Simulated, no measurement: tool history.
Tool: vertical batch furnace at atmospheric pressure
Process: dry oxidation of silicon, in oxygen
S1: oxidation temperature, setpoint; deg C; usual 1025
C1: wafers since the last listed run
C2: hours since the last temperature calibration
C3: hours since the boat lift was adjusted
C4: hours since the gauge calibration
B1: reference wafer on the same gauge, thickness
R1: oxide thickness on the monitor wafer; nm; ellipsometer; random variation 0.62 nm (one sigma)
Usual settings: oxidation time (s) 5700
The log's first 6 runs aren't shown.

{"run": 7, "hour": 317.8, "S1": 1025, "oxidation time (s)": 5700, "C1": 478, "C2": 1362.6, "C3": 4833.9, "C4": 1694.8, "B1": 113.62, "R1": 105.08}
{"run": 8, "hour": 352.6, "S1": 1025, "oxidation time (s)": 5700, "C1": 365, "C2": 1397.4, "C3": 4868.7, "C4": 1729.6, "B1": 113.38, "R1": 105.15}
{"run": 9, "hour": 413.0, "S1": 1025, "oxidation time (s)": 5700, "C1": 634, "C2": 1457.8, "C3": 4929.1, "C4": 1790, "B1": 113.22, "R1": 104.07}
{"run": 10, "hour": 442.1, "S1": 1038, "oxidation time (s)": 6600, "C1": 305, "C2": 1486.9, "C3": 4958.2, "C4": 1819.1, "B1": 113.01, "R1": 123.22}
{"run": 11, "hour": 493.1, "S1": 1025, "oxidation time (s)": 5700, "C1": 535, "C2": 1537.9, "C3": 5009.2, "C4": 1870.1, "B1": 113.1, "R1": 103.64}
{"run": 12, "hour": 523.4, "S1": 1025, "oxidation time (s)": 5700, "C1": 318, "C2": 1568.2, "C3": 5039.5, "C4": 1900.4, "B1": 112.69, "R1": 104.39}
{"run": 13, "hour": 550.4, "S1": 1025, "oxidation time (s)": 7350, "C1": 283, "C2": 1595.2, "C3": 5066.5, "C4": 1927.4, "B1": 112.95, "R1": 123.37}
{"run": 14, "hour": 617.2, "S1": 1025, "oxidation time (s)": 5700, "C1": 701, "C2": 1662, "C3": 5133.3, "C4": 1994.2, "B1": 112.75, "R1": 104.93}
{"run": 15, "hour": 688.9, "S1": 1025, "oxidation time (s)": 6960, "C1": 753, "C2": 1733.7, "C3": 5205, "C4": 2065.9, "B1": 112.44, "R1": 118.41}
{"run": 16, "hour": 727.3, "S1": 1025, "oxidation time (s)": 5700, "C1": 403, "C2": 1772.1, "C3": 5243.4, "C4": 2104.3, "B1": 112.55, "R1": 103.13}
{"run": 17, "hour": 777.2, "S1": 1009, "oxidation time (s)": 7320, "C1": 524, "C2": 1822, "C3": 5293.3, "C4": 2154.2, "B1": 112.32, "R1": 109.76}
{"run": 18, "hour": 837.3, "S1": 1025, "oxidation time (s)": 5700, "C1": 631, "C2": 1882.1, "C3": 5353.4, "C4": 2214.3, "B1": 112.22, "R1": 103.31}
{"run": 19, "hour": 869.0, "S1": 1018, "oxidation time (s)": 3600, "C1": 333, "C2": 1913.8, "C3": 5385.1, "C4": 2246, "B1": 112.12, "R1": 74.32}
{"run": 20, "hour": 918.2, "S1": 1025, "oxidation time (s)": 5700, "C1": 516, "C2": 1963, "C3": 5434.3, "C4": 2295.2, "B1": 112.06, "R1": 104.41}
{"hour": 945.0, "done": "boat lift adjusted"}
{"hour": 980.2, "done": "gauge calibrated"}
{"run": 21, "hour": 986.3, "S1": 1025, "oxidation time (s)": 3000, "C1": 463, "C2": 2031.1, "C3": 41.3, "C4": 6.1, "B1": 116.01, "R1": 71.6}
{"run": 22, "hour": 1047.6, "S1": 1039, "oxidation time (s)": 6990, "C1": 644, "C2": 2092.4, "C3": 102.6, "C4": 67.4, "B1": 115.57, "R1": 131.82}
{"run": 23, "hour": 1103.5, "S1": 1009, "oxidation time (s)": 5700, "C1": 587, "C2": 2148.3, "C3": 158.5, "C4": 123.3, "B1": 115.7, "R1": 96.42}
{"run": 24, "hour": 1153.1, "S1": 1025, "oxidation time (s)": 5700, "C1": 521, "C2": 2197.9, "C3": 208.1, "C4": 172.9, "B1": 115.56, "R1": 106.49}
{"run": 25, "hour": 1214.5, "S1": 1043, "oxidation time (s)": 5700, "C1": 645, "C2": 2259.3, "C3": 269.5, "C4": 234.3, "B1": 115.47, "R1": 119.89}
{"run": 26, "hour": 1246.2, "S1": 1036, "oxidation time (s)": 5700, "C1": 333, "C2": 2291, "C3": 301.2, "C4": 266, "B1": 115.15, "R1": 113.79}
{"run": 27, "hour": 1275.0, "S1": 1025, "oxidation time (s)": 8010, "C1": 302, "C2": 2319.8, "C3": 330, "C4": 294.8, "B1": 115.29, "R1": 131.96}

Run 28 comes next. What will it give?
{"run": 28, "hour": 1322.0, "S1": 1004, "oxidation time (s)": 3750, "C1": 493, "C2": 2366.8, "C3": 377, "C4": 341.8, "B1": "?", "R1": "?"}

{"run 28": {"B1": 115.25, "R1": 70.51}}
Without the tool's hidden state the same run would have given R1 71.59 nm.

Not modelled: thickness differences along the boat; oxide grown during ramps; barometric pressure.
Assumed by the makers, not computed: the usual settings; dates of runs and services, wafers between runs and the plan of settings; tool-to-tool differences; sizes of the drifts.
